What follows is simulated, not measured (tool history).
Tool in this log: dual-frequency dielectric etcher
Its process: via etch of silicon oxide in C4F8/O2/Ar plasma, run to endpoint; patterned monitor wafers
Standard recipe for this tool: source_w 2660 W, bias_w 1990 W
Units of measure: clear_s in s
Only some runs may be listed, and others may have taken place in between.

run	hour	source_w	bias_w	incoming incoming film thickness, nm	clear_s
1	0.0	2660	2172	1812.9	338.1
2	39.6	2660	2172	1839.8	338.8
3	75.7	2660	2172	1826.7	337.8
# hour 140.2: wet clean of the chamber
4	140.7	2660	2203	1824.9	324.7
5	147.0	2440	1990	1812.6	341.3
6	191.8	2660	1990	1821.1	327.3
7	258.6	2660	1990	1834.5	337.1
8	318.7	2450	1990	1823.6	351.5
9	355.3	2450	1990	1816.0	345.7
10	410.1	2450	1990	1835.6	347.5
11	474.2	3250	2283	1830.0	304.1
12	538.5	2830	2443	1795.4	311.4
13	562.6	3020	2197	1807.4	317.1
# hour 574.7: source power generator calibrated
# hour 580.9: bias power generator calibrated
# hour 592.1: upper electrode replaced
# hour 612.6: wet clean of the chamber
14	624.6	2470	2344	1836.7	327.8
15	659.2	3240	1619	1818.9	319.9
16	697.0	3080	1990	1824.4	313.5
17	725.2	2260	1831	1800.7	359.5
18	763.7	2660	1990	1833.4	336.8
19	794.0	2660	1990	1824.0	329.4
20	818.3	2230	1990	1830.3	364.7
21	881.1	2950	1990	1838.8	327.2

5 options for the next run, each taken on its own from the tool as it stands now. Forecast them:
A	881.6	3040	1990	1822.7	?
B	881.6	2370	1990	1822.7	?
C	881.6	3280	2338	1822.7	?
D	881.6	2950	1544	1822.7	?
E	881.6	2660	2130	1822.7	?

run	clear_s
A	320.0
B	354.2
C	296.7
D	346.4
E	331.6
Take away the tool's hidden state, keep each run's random variation, and the runs would have read:
run	clear_s
A	311.0
B	344.2
C	288.3
D	336.7
E	322.3
